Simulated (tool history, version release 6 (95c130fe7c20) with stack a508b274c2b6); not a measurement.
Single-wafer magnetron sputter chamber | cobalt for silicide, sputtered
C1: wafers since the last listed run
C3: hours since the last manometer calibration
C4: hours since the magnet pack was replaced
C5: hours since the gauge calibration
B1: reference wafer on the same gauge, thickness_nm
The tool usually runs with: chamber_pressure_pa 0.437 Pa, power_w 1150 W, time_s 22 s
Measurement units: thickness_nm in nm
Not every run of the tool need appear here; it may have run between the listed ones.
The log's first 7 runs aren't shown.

-- hour=490 sputter target and shields replaced
run 8 hour=495.5 | chamber_pressure_pa=0.437 power_w=1150 time_s=22 | C1=1087 wafers_on_the_sputter_target=74 C3=1012.1 C4=3476.7 C5=2461.2 | B1=13.911 | thickness_nm=11.711
run 9 hour=557.8 | chamber_pressure_pa=0.437 power_w=1150 time_s=22 | C1=843 wafers_on_the_sputter_target=918 C3=1074.4 C4=3539 C5=2523.5 | B1=13.912 | thickness_nm=11.646
run 10 hour=614.4 | chamber_pressure_pa=0.437 power_w=1150 time_s=22 | C1=766 wafers_on_the_sputter_target=1684 C3=1131 C4=3595.6 C5=2580.1 | B1=13.9 | thickness_nm=11.73
-- hour=744.2 gauge calibrated
run 11 hour=798.3 | chamber_pressure_pa=0.437 power_w=1150 time_s=22 | C1=2489 wafers_on_the_sputter_target=4174 C3=1314.9 C4=3779.5 C5=54.1 | B1=13.912 | thickness_nm=11.532
run 12 hour=844.6 | chamber_pressure_pa=0.437 power_w=1150 time_s=22 | C1=626 wafers_on_the_sputter_target=4801 C3=1361.2 C4=3825.8 C5=100.4 | B1=13.903 | thickness_nm=11.485
-- hour=976.1 sputter target and shields replaced
run 13 hour=1042.4 | chamber_pressure_pa=0.437 power_w=1150 time_s=22 | C1=2569 wafers_on_the_sputter_target=897 C3=1559 C4=4023.6 C5=298.2 | B1=13.914 | thickness_nm=11.637
run 14 hour=1146.8 | chamber_pressure_pa=0.355 power_w=1250 time_s=22 | C1=1413 wafers_on_the_sputter_target=2311 C3=1663.4 C4=4128 C5=402.6 | B1=13.91 | thickness_nm=12.848
run 15 hour=1190.5 | chamber_pressure_pa=0.376 power_w=1150 time_s=22 | C1=591 wafers_on_the_sputter_target=2903 C3=1707.1 C4=4171.7 C5=446.3 | B1=13.913 | thickness_nm=11.828
run 16 hour=1282.8 | chamber_pressure_pa=0.376 power_w=1150 time_s=22 | C1=1249 wafers_on_the_sputter_target=4152 C3=1799.4 C4=4264 C5=538.6 | B1=13.909 | thickness_nm=11.691
run 17 hour=1318.8 | chamber_pressure_pa=0.362 power_w=1150 time_s=24.1 | C1=487 wafers_on_the_sputter_target=4640 C3=1835.4 C4=4300 C5=574.6 | B1=13.891 | thickness_nm=13.013
-- hour=1389.9 capacitance manometer re-zeroed and calibrated
run 18 hour=1392.7 | chamber_pressure_pa=0.437 power_w=1150 time_s=18.2 | C1=892 wafers_on_the_sputter_target=5532 C3=2.8 C4=4373.9 C5=648.5 | B1=13.914 | thickness_nm=9.643
run 19 hour=1432.1 | chamber_pressure_pa=0.437 power_w=1150 time_s=22 | C1=533 wafers_on_the_sputter_target=6065 C3=42.2 C4=4413.3 C5=687.9 | B1=13.892 | thickness_nm=11.628
-- hour=1575.5 sputter target and shields replaced
run 20 hour=1587.6 | chamber_pressure_pa=0.437 power_w=1150 time_s=18.5 | C1=1997 wafers_on_the_sputter_target=163 C3=197.7 C4=4568.8 C5=843.4 | B1=13.892 | thickness_nm=9.894
run 21 hour=1630.5 | chamber_pressure_pa=0.289 power_w=1100 time_s=22 | C1=580 wafers_on_the_sputter_target=744 C3=240.6 C4=4611.7 C5=886.3 | B1=13.916 | thickness_nm=11.775
run 22 hour=1726.8 | chamber_pressure_pa=0.437 power_w=1150 time_s=22 | C1=1303 wafers_on_the_sputter_target=2048 C3=336.9 C4=4708 C5=982.6 | B1=13.906 | thickness_nm=11.76
run 23 hour=1790.7 | chamber_pressure_pa=0.437 power_w=1000 time_s=22 | C1=865 wafers_on_the_sputter_target=2913 C3=400.8 C4=4771.9 C5=1046.5 | B1=13.899 | thickness_nm=10.25
run 24 hour=1835.3 | chamber_pressure_pa=0.437 power_w=1150 time_s=22 | C1=603 wafers_on_the_sputter_target=3517 C3=445.4 C4=4816.5 C5=1091.1 | B1=13.905 | thickness_nm=11.678
run 25 hour=1923 | chamber_pressure_pa=0.437 power_w=1250 time_s=18.4 | C1=1187 wafers_on_the_sputter_target=4704 C3=533.1 C4=4904.2 C5=1178.8 | B1=13.903 | thickness_nm=10.547
-- hour=1974.5 magnet pack replaced
run 26 hour=1999.6 | chamber_pressure_pa=0.437 power_w=1150 time_s=22 | C1=928 wafers_on_the_sputter_target=5633 C3=609.7 C4=25.1 C5=1255.4 | B1=13.89 | thickness_nm=11.635

Estimate the outcome of run 27 from the log above:
run 27 hour=2069.9 | chamber_pressure_pa=0.437 power_w=1100 time_s=22 | C1=951 wafers_on_the_sputter_target=6585 C3=680 C4=95.4 C5=1325.7 | B1=? | thickness_nm=?

Logged for run 27: B1 13.916, thickness_nm 11.077 nm.
Were there no unlogged condition in the tool, this run, its random variation unchanged, would have produced thickness_nm 11.346 nm.

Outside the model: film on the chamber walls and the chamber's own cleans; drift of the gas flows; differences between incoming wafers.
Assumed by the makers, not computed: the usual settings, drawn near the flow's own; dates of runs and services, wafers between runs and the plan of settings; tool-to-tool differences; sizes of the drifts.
